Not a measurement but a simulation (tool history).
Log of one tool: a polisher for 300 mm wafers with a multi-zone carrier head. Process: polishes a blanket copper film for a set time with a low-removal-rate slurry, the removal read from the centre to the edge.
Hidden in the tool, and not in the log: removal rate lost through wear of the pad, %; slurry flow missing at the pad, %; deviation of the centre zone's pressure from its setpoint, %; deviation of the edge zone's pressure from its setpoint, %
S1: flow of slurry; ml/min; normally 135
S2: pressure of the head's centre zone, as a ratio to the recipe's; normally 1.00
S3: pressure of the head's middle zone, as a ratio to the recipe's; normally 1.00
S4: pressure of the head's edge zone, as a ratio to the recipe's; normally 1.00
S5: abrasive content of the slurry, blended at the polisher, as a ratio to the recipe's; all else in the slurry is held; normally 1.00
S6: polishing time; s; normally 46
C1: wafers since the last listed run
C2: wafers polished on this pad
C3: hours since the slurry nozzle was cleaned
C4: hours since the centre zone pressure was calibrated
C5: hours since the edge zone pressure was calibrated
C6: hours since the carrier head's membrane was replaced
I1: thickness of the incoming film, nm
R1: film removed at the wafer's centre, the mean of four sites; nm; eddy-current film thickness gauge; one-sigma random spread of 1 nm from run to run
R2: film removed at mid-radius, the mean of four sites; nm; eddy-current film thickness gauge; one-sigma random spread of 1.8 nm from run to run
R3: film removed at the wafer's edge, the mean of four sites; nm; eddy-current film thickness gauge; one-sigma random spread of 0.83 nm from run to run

{"run": 1, "hour": 0.0, "S1": 135, "S2": 0.94, "S3": 1.0, "S4": 0.93, "S5": 1.3, "S6": 46, "C1": 0, "C2": 814, "C3": 1.4, "C4": 11.2, "C5": 90.7, "C6": 2106.8, "I1": 1611.0, "R1": 123.8, "R2": 134.6, "R3": 132.9}
{"run": 2, "hour": 12.9, "S1": 135, "S2": 1.0, "S3": 0.93, "S4": 1.0, "S5": 1.0, "S6": 46, "C1": 88, "C2": 902, "C3": 14.3, "C4": 24.1, "C5": 103.6, "C6": 2119.7, "I1": 1589.6, "R1": 125.6, "R2": 120.9, "R3": 131.2}
{"run": 3, "hour": 38.6, "S1": 135, "S2": 1.0, "S3": 1.04, "S4": 1.0, "S5": 1.0, "S6": 32, "C1": 175, "C2": 1078, "C3": 40.0, "C4": 49.8, "C5": 129.3, "C6": 2145.4, "I1": 1596.4, "R1": 86.0, "R2": 90.0, "R3": 90.4}
{"run": 4, "hour": 61.7, "S1": 135, "S2": 0.92, "S3": 1.03, "S4": 1.0, "S5": 1.0, "S6": 46, "C1": 157, "C2": 1235, "C3": 63.1, "C4": 72.9, "C5": 152.4, "C6": 2168.5, "I1": 1590.6, "R1": 112.1, "R2": 126.9, "R3": 126.8}
{"hour": 88.8, "done": "worn pad replaced by a new one"}
{"run": 5, "hour": 90.1, "S1": 135, "S2": 1.0, "S3": 1.0, "S4": 1.0, "S5": 1.0, "S6": 46, "C1": 166, "C2": 8, "C3": 91.5, "C4": 101.3, "C5": 180.8, "C6": 2196.9, "I1": 1575.8, "R1": 130.2, "R2": 134.9, "R3": 134.6}
{"run": 6, "hour": 122.2, "S1": 135, "S2": 1.0, "S3": 1.0, "S4": 1.0, "S5": 1.0, "S6": 46, "C1": 219, "C2": 227, "C3": 123.6, "C4": 133.4, "C5": 212.9, "C6": 2229.0, "I1": 1587.0, "R1": 127.0, "R2": 135.1, "R3": 134.1}
{"run": 7, "hour": 148.7, "S1": 100, "S2": 1.0, "S3": 1.0, "S4": 1.0, "S5": 1.0, "S6": 46, "C1": 180, "C2": 408, "C3": 150.1, "C4": 159.9, "C5": 239.4, "C6": 2255.5, "I1": 1569.3, "R1": 116.0, "R2": 122.0, "R3": 125.7}
{"hour": 165.9, "done": "carrier head's membrane replaced by a new one"}
{"run": 8, "hour": 175.5, "S1": 90, "S2": 1.0, "S3": 1.1, "S4": 1.0, "S5": 1.0, "S6": 46, "C1": 148, "C2": 557, "C3": 176.9, "C4": 186.7, "C5": 266.2, "C6": 9.6, "I1": 1595.5, "R1": 109.1, "R2": 121.7, "R3": 121.9}
{"run": 9, "hour": 197.8, "S1": 135, "S2": 1.0, "S3": 1.0, "S4": 1.0, "S5": 1.0, "S6": 46, "C1": 152, "C2": 709, "C3": 199.2, "C4": 209.0, "C5": 288.5, "C6": 31.9, "I1": 1578.4, "R1": 127.5, "R2": 128.2, "R3": 131.9}
{"run": 10, "hour": 231.5, "S1": 135, "S2": 1.0, "S3": 1.0, "S4": 1.0, "S5": 1.0, "S6": 46, "C1": 230, "C2": 939, "C3": 232.9, "C4": 242.7, "C5": 322.2, "C6": 65.6, "I1": 1593.4, "R1": 122.2, "R2": 127.2, "R3": 130.5}
{"run": 11, "hour": 255.6, "S1": 135, "S2": 1.0, "S3": 1.0, "S4": 1.0, "S5": 1.0, "S6": 46, "C1": 164, "C2": 1104, "C3": 257.0, "C4": 266.8, "C5": 346.3, "C6": 89.7, "I1": 1602.8, "R1": 121.8, "R2": 122.4, "R3": 127.0}
{"run": 12, "hour": 289.3, "S1": 135, "S2": 1.0, "S3": 1.0, "S4": 0.95, "S5": 1.0, "S6": 39, "C1": 230, "C2": 1334, "C3": 290.7, "C4": 300.5, "C5": 380.0, "C6": 123.4, "I1": 1603.9, "R1": 102.0, "R2": 105.4, "R3": 102.8}
{"hour": 309.0, "done": "worn pad replaced by a new one"}
{"run": 13, "hour": 309.5, "S1": 135, "S2": 0.91, "S3": 0.94, "S4": 1.0, "S5": 0.75, "S6": 50, "C1": 110, "C2": 3, "C3": 310.9, "C4": 320.7, "C5": 400.2, "C6": 143.6, "I1": 1597.5, "R1": 118.6, "R2": 130.1, "R3": 138.5}
{"run": 14, "hour": 325.0, "S1": 135, "S2": 1.0, "S3": 1.0, "S4": 1.0, "S5": 1.0, "S6": 46, "C1": 105, "C2": 108, "C3": 326.4, "C4": 336.2, "C5": 415.7, "C6": 159.1, "I1": 1557.4, "R1": 125.5, "R2": 131.7, "R3": 132.1}
{"run": 15, "hour": 356.3, "S1": 135, "S2": 1.0, "S3": 1.0, "S4": 1.0, "S5": 1.0, "S6": 34, "C1": 213, "C2": 322, "C3": 357.7, "C4": 367.5, "C5": 447.0, "C6": 190.4, "I1": 1591.1, "R1": 91.8, "R2": 96.4, "R3": 96.7}
{"run": 16, "hour": 389.5, "S1": 120, "S2": 1.0, "S3": 1.0, "S4": 0.93, "S5": 1.0, "S6": 32, "C1": 226, "C2": 549, "C3": 390.9, "C4": 400.7, "C5": 480.2, "C6": 223.6, "I1": 1583.0, "R1": 83.7, "R2": 86.8, "R3": 85.2}
{"run": 17, "hour": 419.7, "S1": 135, "S2": 1.0, "S3": 1.0, "S4": 1.0, "S5": 1.25, "S6": 46, "C1": 206, "C2": 755, "C3": 421.1, "C4": 430.9, "C5": 510.4, "C6": 253.8, "I1": 1622.2, "R1": 126.0, "R2": 129.0, "R3": 132.4}
{"run": 18, "hour": 438.3, "S1": 135, "S2": 1.05, "S3": 1.0, "S4": 1.0, "S5": 1.0, "S6": 46, "C1": 126, "C2": 882, "C3": 439.7, "C4": 449.5, "C5": 529.0, "C6": 272.4, "I1": 1564.3, "R1": 125.6, "R2": 123.9, "R3": 126.7}
{"run": 19, "hour": 469.8, "S1": 135, "S2": 1.0, "S3": 1.0, "S4": 1.0, "S5": 1.0, "S6": 46, "C1": 214, "C2": 1097, "C3": 471.2, "C4": 481.0, "C5": 560.5, "C6": 303.9, "I1": 1573.8, "R1": 117.1, "R2": 122.6, "R3": 125.4}
{"run": 20, "hour": 483.1, "S1": 135, "S2": 1.0, "S3": 1.0, "S4": 1.0, "S5": 1.0, "S6": 31, "C1": 90, "C2": 1188, "C3": 484.5, "C4": 494.3, "C5": 573.8, "C6": 317.2, "I1": 1605.8, "R1": 79.3, "R2": 78.8, "R3": 83.6}
{"run": 21, "hour": 499.6, "S1": 175, "S2": 1.0, "S3": 1.0, "S4": 1.0, "S5": 1.0, "S6": 55, "C1": 112, "C2": 1300, "C3": 501.0, "C4": 510.8, "C5": 590.3, "C6": 333.7, "I1": 1579.7, "R1": 146.0, "R2": 154.7, "R3": 153.2}
{"hour": 513.7, "done": "worn pad replaced by a new one"}
{"run": 22, "hour": 533.2, "S1": 135, "S2": 1.0, "S3": 1.0, "S4": 1.0, "S5": 1.0, "S6": 46, "C1": 202, "C2": 132, "C3": 534.6, "C4": 544.4, "C5": 623.9, "C6": 367.3, "I1": 1597.2, "R1": 121.8, "R2": 125.4, "R3": 129.9}

Had the tool no unlogged condition, and each run kept its random variation, what would the results have been?
run=1 R1=128.3 R2=139.3 R3=137.4
run=2 R1=130.9 R2=125.8 R3=136.4
run=3 R1=90.8 R2=95.0 R3=95.2
run=4 R1=120.1 R2=135.8 R3=135.5
run=5 R1=131.3 R2=136.0 R3=135.4
run=6 R1=128.5 R2=136.6 R3=135.3
run=7 R1=118.5 R2=124.3 R3=127.6
run=8 R1=112.5 R2=125.2 R3=124.9
run=9 R1=131.8 R2=132.4 R3=135.8
run=10 R1=128.5 R2=133.6 R3=136.4
run=11 R1=130.0 R2=130.4 R3=134.7
run=12 R1=111.6 R2=115.1 R3=111.6
run=13 R1=122.6 R2=134.2 R3=141.9
run=14 R1=130.0 R2=136.0 R3=135.6
run=15 R1=95.8 R2=100.3 R3=99.9
run=16 R1=88.9 R2=91.7 R3=89.0
run=17 R1=135.2 R2=137.8 R3=139.9
run=18 R1=136.2 R2=133.7 R3=135.1
run=19 R1=129.8 R2=135.1 R3=136.4
run=20 R1=88.9 R2=87.7 R3=91.8
run=21 R1=163.7 R2=172.6 R3=169.2
run=22 R1=131.4 R2=134.2 R3=136.7

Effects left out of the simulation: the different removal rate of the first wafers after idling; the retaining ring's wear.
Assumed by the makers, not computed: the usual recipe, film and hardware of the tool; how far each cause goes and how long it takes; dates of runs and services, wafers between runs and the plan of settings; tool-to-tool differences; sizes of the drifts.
